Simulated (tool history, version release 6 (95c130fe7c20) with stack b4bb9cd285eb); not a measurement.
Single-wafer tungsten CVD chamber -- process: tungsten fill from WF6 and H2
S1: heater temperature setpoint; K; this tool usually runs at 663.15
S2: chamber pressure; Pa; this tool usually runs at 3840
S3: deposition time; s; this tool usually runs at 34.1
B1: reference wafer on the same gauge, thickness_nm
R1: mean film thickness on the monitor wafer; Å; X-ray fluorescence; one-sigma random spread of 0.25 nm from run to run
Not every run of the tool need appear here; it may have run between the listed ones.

run 1 hour=0.0 | S1=663.15 S2=3840 S3=34.1 | B1=65.580 | R1=695.75
run 2 hour=79.5 | S1=663.15 S2=3840 S3=34.1 | B1=65.507 | R1=697.92
run 3 hour=155.6 | S1=663.15 S2=3840 S3=34.1 | B1=65.557 | R1=697.56
run 4 hour=207.2 | S1=663.15 S2=3840 S3=34.1 | B1=65.506 | R1=702.39
run 5 hour=251.6 | S1=663.15 S2=3840 S3=34.1 | B1=65.525 | R1=695.11
run 6 hour=320.2 | S1=663.15 S2=3840 S3=34.1 | B1=65.546 | R1=699.29
run 7 hour=376.8 | S1=663.15 S2=3840 S3=34.1 | B1=65.517 | R1=692.53
run 8 hour=442.9 | S1=666.15 S2=3840 S3=38.1 | B1=65.483 | R1=819.77
run 9 hour=478.9 | S1=666.15 S2=3840 S3=38.1 | B1=65.421 | R1=825.45
run 10 hour=519.2 | S1=663.15 S2=3840 S3=30.9 | B1=65.538 | R1=630.61
run 11 hour=620.1 | S1=663.15 S2=3840 S3=30.9 | B1=65.568 | R1=628.24
run 12 hour=698.1 | S1=663.15 S2=3840 S3=30.9 | B1=65.487 | R1=631.28
run 13 hour=752.7 | S1=663.15 S2=3840 S3=34.1 | B1=65.453 | R1=696.11
run 14 hour=814.5 | S1=663.15 S2=3840 S3=34.1 | B1=65.536 | R1=694.76
run 15 hour=855.5 | S1=663.15 S2=3840 S3=34.1 | B1=65.516 | R1=697.36
run 16 hour=932.7 | S1=663.15 S2=3840 S3=34.1 | B1=65.475 | R1=698.99
run 17 hour=1010.1 | S1=663.15 S2=3840 S3=30.9 | B1=65.472 | R1=634.10
run 18 hour=1117.8 | S1=663.15 S2=3840 S3=30.9 | B1=65.475 | R1=628.11
run 19 hour=1219.9 | S1=676.15 S2=3106 S3=38.4 | B1=65.514 | R1=884.00
run 20 hour=1323.9 | S1=654.15 S2=3840 S3=29.8 | B1=65.576 | R1=519.91
run 21 hour=1372.6 | S1=652.15 S2=4453 S3=32.1 | B1=65.494 | R1=579.30
run 22 hour=1436.0 | S1=672.15 S2=3840 S3=34.1 | B1=65.527 | R1=814.02
run 23 hour=1542.1 | S1=670.15 S2=4626 S3=27.8 | B1=65.420 | R1=691.67
run 24 hour=1620.2 | S1=663.15 S2=3840 S3=34.1 | B1=65.592 | R1=692.83
run 25 hour=1716.6 | S1=655.15 S2=3840 S3=34.1 | B1=65.492 | R1=606.56
run 26 hour=1922.2 | S1=663.15 S2=3840 S3=34.1 | B1=65.434 | R1=696.80
run 27 hour=2012.9 | S1=663.15 S2=3840 S3=28.6 | B1=65.445 | R1=589.26
run 28 hour=2092.8 | S1=652.15 S2=2960 S3=38.8 | B1=65.511 | R1=581.07
run 29 hour=2197.7 | S1=663.15 S2=3840 S3=34.1 | B1=65.525 | R1=697.26
run 30 hour=2275.3 | S1=663.15 S2=3840 S3=34.1 | B1=65.510 | R1=694.93
run 31 hour=2582.9 | S1=670.15 S2=2986 S3=28.0 | B1=65.529 | R1=570.80
run 32 hour=2719.0 | S1=656.15 S2=3000 S3=40.4 | B1=65.462 | R1=653.38
run 33 hour=2768.1 | S1=674.15 S2=3493 S3=34.1 | B1=65.398 | R1=796.64
run 34 hour=2969.4 | S1=663.15 S2=3840 S3=34.1 | B1=65.454 | R1=697.63

Not shown: 7 entries that the log had between the listed runs. Between which runs, and how does the tool's hidden state differ before and after?
Run 5 -> run 6: capacitance manometer re-zeroed and calibrated (hour 319.7)
  no hidden state differs between the two runs
Run 11 -> run 12: thermocouple changed; heater temperature recalibrated (hour 645.6)
  no hidden state differs between the two runs
Run 15 -> run 16: gauge calibrated (hour 925.6)
  no hidden state differs between the two runs
Run 22 -> run 23: showerhead replaced (hour 1462.6)
  no hidden state differs between the two runs
Run 25 -> run 26: thermocouple changed; heater temperature recalibrated (hour 1785.8)
  no hidden state differs between the two runs
Run 28 -> run 29: capacitance manometer re-zeroed and calibrated (hour 2164.7)
  no hidden state differs between the two runs
Run 32 -> run 33: thermocouple changed; heater temperature recalibrated (hour 2729.6)
  no hidden state differs between the two runs
